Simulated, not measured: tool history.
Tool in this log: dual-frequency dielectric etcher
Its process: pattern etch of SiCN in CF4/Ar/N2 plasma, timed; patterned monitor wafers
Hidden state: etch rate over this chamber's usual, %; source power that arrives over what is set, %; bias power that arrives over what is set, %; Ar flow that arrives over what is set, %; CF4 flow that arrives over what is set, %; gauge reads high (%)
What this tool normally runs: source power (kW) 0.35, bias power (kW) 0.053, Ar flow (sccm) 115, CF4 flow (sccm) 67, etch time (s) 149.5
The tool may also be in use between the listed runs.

run    hour  source power (kW)  bias power (kW)  Ar flow (sccm)  CF4 flow (sccm)  etch time (s)  wafers since the last listed run  hours since the last wet clean  hours since the last source power generator calibration  hours since the last bias power generator calibration  hours since the last Ar flow controller change  hours since the last CF4 flow controller change  hours since the last upper electrode change  hours since the gauge calibration  read-back reference wafer on the same gauge, depth_nm  mean etch depth across the wafer (Å)
  1       0               0.35            0.053             115               67          149.5                                 0                             172                                                    324.2                                                 1421.3                                           801.5                                            851.9                                        228.6                              433.9                                                   88.1                                   919
  2    55.9               0.35            0.048             115               67          149.5                               501                           227.9                                                    380.1                                                 1477.2                                           857.4                                            907.8                                        284.5                              489.8                                                   88.1                                   870
  3   140.5               0.35            0.053             115               67          149.5                               758                           312.5                                                    464.7                                                 1561.8                                             942                                            992.4                                        369.1                              574.4                                                   87.9                                   915
  4   177.3               0.35            0.053              91               67          149.5                               329                           349.3                                                    501.5                                                 1598.6                                           978.8                                           1029.2                                        405.9                              611.2                                                     88                                   957
  5   218.9               0.35            0.065             115               67          149.5                               372                           390.9                                                    543.1                                                 1640.2                                          1020.4                                           1070.8                                        447.5                              652.8                                                   88.1                                  1021
  6   286.2               0.35            0.053             115               67          149.5                               603                           458.2                                                    610.4                                                 1707.5                                          1087.7                                           1138.1                                        514.8                              720.1                                                   88.1                                   917
  7   389.8               0.35            0.058             104               52            182                               928                           561.8                                                      714                                                 1811.1                                          1191.3                                           1241.7                                        618.4                              823.7                                                   88.1                                  1133
  8   483.6               0.35            0.053             115               67          149.5                               840                           655.6                                                    807.8                                                 1904.9                                          1285.1                                           1335.5                                        712.2                              917.5                                                     88                                   914
  9   581.8               0.32            0.057             115               56          170.5                               880                           753.8                                                      906                                                 2003.1                                          1383.3                                           1433.7                                        810.4                             1015.7                                                     88                                   917
      651.5  -- wet clean of the chamber
        669  -- CF4 flow controller replaced
 10   680.3               0.35            0.053              99               67          107.5                               614                            28.8                                                   1004.5                                                 2101.6                                          1481.8                                             11.3                                        908.9                             1114.2                                                   87.8                                   684
 11   785.5               0.35            0.053             115               67          149.5                               943                             134                                                   1109.7                                                 2206.8                                            1587                                            116.5                                       1014.1                             1219.4                                                     88                                   927
      798.4  -- bias power generator calibrated
 12   830.7                0.4            0.053             115               52          191.5                               369                           179.2                                                   1154.9                                                   32.3                                          1632.2                                            161.7                                       1059.3                             1264.6                                                   87.9                                  1344
 13   874.8               0.31            0.058              99               67          149.5                               395                           223.3                                                     1199                                                   76.4                                          1676.3                                            205.8                                       1103.4                             1308.7                                                   87.9                                   806
 14   918.9               0.39            0.053             115               67          149.5                               395                           267.4                                                   1243.1                                                  120.5                                          1720.4                                            249.9                                       1147.5                             1352.8                                                   87.8                                  1073
 15  1149.4               0.29            0.061             115               73          163.5                              2066                           497.9                                                   1473.6                                                    351                                          1950.9                                            480.4                                         1378                             1583.3                                                     88                                   781
 16  1217.7               0.35            0.053             115               67          149.5                               612                           566.2                                                   1541.9                                                  419.3                                          2019.2                                            548.7                                       1446.3                             1651.6                                                     88                                   910
 17  1309.1               0.35            0.047             115               62            117                               819                           657.6                                                   1633.3                                                  510.7                                          2110.6                                            640.1                                       1537.7                               1743                                                     88                                   662
 18  1387.3               0.35            0.049             115               56          149.5                               701                           735.8                                                   1711.5                                                  588.9                                          2188.8                                            718.3                                       1615.9                             1821.2                                                     88                                   846
       1482  -- wet clean of the chamber
 19  1482.5               0.31            0.053             115               53          149.5                               638                             0.5                                                   1806.7                                                  684.1                                            2284                                            813.5                                       1711.1                             1916.4                                                   87.9                                   712
 20    1532               0.35            0.045             140               67            170                               443                              50                                                   1856.2                                                  733.6                                          2333.5                                              863                                       1760.6                             1965.9                                                     88                                   914
 21    1596               0.35            0.064             115               67          137.5                               573                             114                                                   1920.2                                                  797.6                                          2397.5                                              927                                       1824.6                             2029.9                                                   88.1                                   923

Some steps in mean etch depth across the wafer (Å) between neighbouring runs. How much of each would the tool show without its hidden state too (settings, what came in, random variation), and how much is left for the hidden state, with any gauge scatter that isn't in both results?
Run 10 -> 11: Ar flow (sccm) 99 -> 115, etch time (s) 107.5 -> 149.5. mean etch depth across the wafer (Å) +243: hidden state +8, all else +235.
Run 11 -> 12: source power (kW) 0.35 -> 0.4, CF4 flow (sccm) 67 -> 52, etch time (s) 149.5 -> 191.5, bias power generator calibrated. mean etch depth across the wafer (Å) +417: hidden state -16, all else +433.
Run 12 -> 13: source power (kW) 0.4 -> 0.31, bias power (kW) 0.053 -> 0.058, Ar flow (sccm) 115 -> 99, CF4 flow (sccm) 52 -> 67, etch time (s) 191.5 -> 149.5. mean etch depth across the wafer (Å) -538: hidden state -2, all else -536.
